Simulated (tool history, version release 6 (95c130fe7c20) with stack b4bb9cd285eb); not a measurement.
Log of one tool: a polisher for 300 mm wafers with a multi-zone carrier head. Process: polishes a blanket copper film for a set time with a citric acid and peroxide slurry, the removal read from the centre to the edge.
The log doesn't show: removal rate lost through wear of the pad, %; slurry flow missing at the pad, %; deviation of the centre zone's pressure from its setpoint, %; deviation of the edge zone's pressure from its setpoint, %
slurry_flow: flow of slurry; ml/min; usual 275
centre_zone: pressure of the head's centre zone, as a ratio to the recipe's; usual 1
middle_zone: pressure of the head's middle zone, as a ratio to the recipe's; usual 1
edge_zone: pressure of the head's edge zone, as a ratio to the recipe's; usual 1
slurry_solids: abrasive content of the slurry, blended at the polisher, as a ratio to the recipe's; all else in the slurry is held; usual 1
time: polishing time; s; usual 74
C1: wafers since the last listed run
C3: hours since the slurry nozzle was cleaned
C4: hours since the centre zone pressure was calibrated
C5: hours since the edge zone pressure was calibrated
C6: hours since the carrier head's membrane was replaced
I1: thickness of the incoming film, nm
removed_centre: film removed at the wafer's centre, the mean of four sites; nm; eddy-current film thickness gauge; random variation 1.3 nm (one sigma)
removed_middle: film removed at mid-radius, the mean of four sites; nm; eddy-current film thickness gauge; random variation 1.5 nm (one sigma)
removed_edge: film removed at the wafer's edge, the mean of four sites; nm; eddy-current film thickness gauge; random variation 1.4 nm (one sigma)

{"run": 1, "hour": 0.0, "slurry_flow": 245, "centre_zone": 1, "middle_zone": 1, "edge_zone": 1, "slurry_solids": 1, "time": 74, "C1": 0, "wafers polished on this pad": 1149, "C3": 369.2, "C4": 171.6, "C5": 1215.9, "C6": 1404.3, "I1": 895.4, "removed_centre": 103.7, "removed_middle": 102.3, "removed_edge": 105.4}
{"hour": 7.1, "done": "worn pad replaced by a new one"}
{"run": 2, "hour": 9.9, "slurry_flow": 275, "centre_zone": 1, "middle_zone": 1, "edge_zone": 1, "slurry_solids": 1, "time": 74, "C1": 63, "wafers polished on this pad": 30, "C3": 379.1, "C4": 181.5, "C5": 1225.8, "C6": 1414.2, "I1": 899.9, "removed_centre": 117.5, "removed_middle": 115.9, "removed_edge": 118.5}
{"hour": 20.8, "done": "slurry nozzle cleaned"}
{"run": 3, "hour": 25.3, "slurry_flow": 275, "centre_zone": 1, "middle_zone": 1, "edge_zone": 1, "slurry_solids": 1, "time": 74, "C1": 154, "wafers polished on this pad": 184, "C3": 4.5, "C4": 196.9, "C5": 1241.2, "C6": 1429.6, "I1": 886.2, "removed_centre": 128, "removed_middle": 126.9, "removed_edge": 128.5}
{"run": 4, "hour": 40.7, "slurry_flow": 275, "centre_zone": 1.05, "middle_zone": 1, "edge_zone": 1, "slurry_solids": 1, "time": 74, "C1": 165, "wafers polished on this pad": 350, "C3": 19.9, "C4": 212.3, "C5": 1256.6, "C6": 1445, "I1": 877.5, "removed_centre": 134.2, "removed_middle": 128.2, "removed_edge": 124.6}
{"run": 5, "hour": 47.8, "slurry_flow": 275, "centre_zone": 1.05, "middle_zone": 1, "edge_zone": 1, "slurry_solids": 1, "time": 74, "C1": 76, "wafers polished on this pad": 426, "C3": 27, "C4": 219.4, "C5": 1263.7, "C6": 1452.1, "I1": 886.5, "removed_centre": 130.2, "removed_middle": 127.2, "removed_edge": 124}
{"run": 6, "hour": 63.9, "slurry_flow": 245, "centre_zone": 1, "middle_zone": 1, "edge_zone": 1, "slurry_solids": 1, "time": 82, "C1": 172, "wafers polished on this pad": 599, "C3": 43.1, "C4": 235.5, "C5": 1279.8, "C6": 1468.2, "I1": 898.6, "removed_centre": 136.6, "removed_middle": 132.9, "removed_edge": 135.5}
{"run": 7, "hour": 78.8, "slurry_flow": 245, "centre_zone": 1, "middle_zone": 1, "edge_zone": 1, "slurry_solids": 1, "time": 82, "C1": 159, "wafers polished on this pad": 759, "C3": 58, "C4": 250.4, "C5": 1294.7, "C6": 1483.1, "I1": 902.9, "removed_centre": 133, "removed_middle": 131.6, "removed_edge": 130.8}
{"run": 8, "hour": 88.8, "slurry_flow": 275, "centre_zone": 1, "middle_zone": 1, "edge_zone": 1, "slurry_solids": 1, "time": 74, "C1": 107, "wafers polished on this pad": 866, "C3": 68, "C4": 260.4, "C5": 1304.7, "C6": 1493.1, "I1": 889.6, "removed_centre": 117.8, "removed_middle": 122.6, "removed_edge": 119.1}
{"run": 9, "hour": 95.9, "slurry_flow": 300, "centre_zone": 1.1, "middle_zone": 1, "edge_zone": 1, "slurry_solids": 0.75, "time": 74, "C1": 76, "wafers polished on this pad": 942, "C3": 75.1, "C4": 267.5, "C5": 1311.8, "C6": 1500.2, "I1": 883.1, "removed_centre": 124.5, "removed_middle": 112.1, "removed_edge": 112.1}
{"run": 10, "hour": 103.1, "slurry_flow": 275, "centre_zone": 1.07, "middle_zone": 1, "edge_zone": 1, "slurry_solids": 1, "time": 84, "C1": 77, "wafers polished on this pad": 1020, "C3": 82.3, "C4": 274.7, "C5": 1319, "C6": 1507.4, "I1": 896.2, "removed_centre": 144.1, "removed_middle": 130.7, "removed_edge": 132.2}
{"hour": 111.7, "done": "edge zone pressure recalibrated"}
{"run": 11, "hour": 114.0, "slurry_flow": 275, "centre_zone": 1, "middle_zone": 1, "edge_zone": 1, "slurry_solids": 1, "time": 74, "C1": 95, "wafers polished on this pad": 1115, "C3": 93.2, "C4": 285.6, "C5": 2.3, "C6": 1518.3, "I1": 892.4, "removed_centre": 113.7, "removed_middle": 111.8, "removed_edge": 111.5}
{"hour": 116.9, "done": "centre zone pressure recalibrated"}
{"hour": 128.1, "done": "carrier head's membrane replaced by a new one"}
{"hour": 135.3, "done": "worn pad replaced by a new one"}
{"run": 12, "hour": 135.8, "slurry_flow": 275, "centre_zone": 1, "middle_zone": 1, "edge_zone": 1, "slurry_solids": 1, "time": 74, "C1": 115, "wafers polished on this pad": 5, "C3": 115, "C4": 18.9, "C5": 24.1, "C6": 7.7, "I1": 889.1, "removed_centre": 130.6, "removed_middle": 126.5, "removed_edge": 128.9}
{"run": 13, "hour": 138.7, "slurry_flow": 275, "centre_zone": 1, "middle_zone": 1, "edge_zone": 1.09, "slurry_solids": 1, "time": 74, "C1": 31, "wafers polished on this pad": 36, "C3": 117.9, "C4": 21.8, "C5": 27, "C6": 10.6, "I1": 891.1, "removed_centre": 128.8, "removed_middle": 128.2, "removed_edge": 131.8}
{"run": 14, "hour": 154.6, "slurry_flow": 365, "centre_zone": 1, "middle_zone": 1, "edge_zone": 1, "slurry_solids": 1, "time": 74, "C1": 170, "wafers polished on this pad": 206, "C3": 133.8, "C4": 37.7, "C5": 42.9, "C6": 26.5, "I1": 876.4, "removed_centre": 133.4, "removed_middle": 131, "removed_edge": 128.6}
{"run": 15, "hour": 161.7, "slurry_flow": 275, "centre_zone": 1.05, "middle_zone": 1, "edge_zone": 1, "slurry_solids": 1, "time": 74, "C1": 76, "wafers polished on this pad": 283, "C3": 140.9, "C4": 44.8, "C5": 50, "C6": 33.6, "I1": 894.3, "removed_centre": 132.7, "removed_middle": 126.5, "removed_edge": 126.8}

The next listed run, before its measurement:
{"run": 16, "hour": 173.1, "slurry_flow": 305, "centre_zone": 1, "middle_zone": 1, "edge_zone": 1, "slurry_solids": 1, "time": 97, "C1": 122, "wafers polished on this pad": 405, "C3": 152.3, "C4": 56.2, "C5": 61.4, "C6": 45, "I1": 877.8, "removed_centre": "?", "removed_middle": "?", "removed_edge": "?"}

Run 16 gave removed_centre 170.4 nm, removed_middle 164.8 nm, removed_edge 166 nm.
Without the tool's hidden state the same run would have given removed_centre 175.3 nm, removed_middle 169.3 nm, removed_edge 169.9 nm.
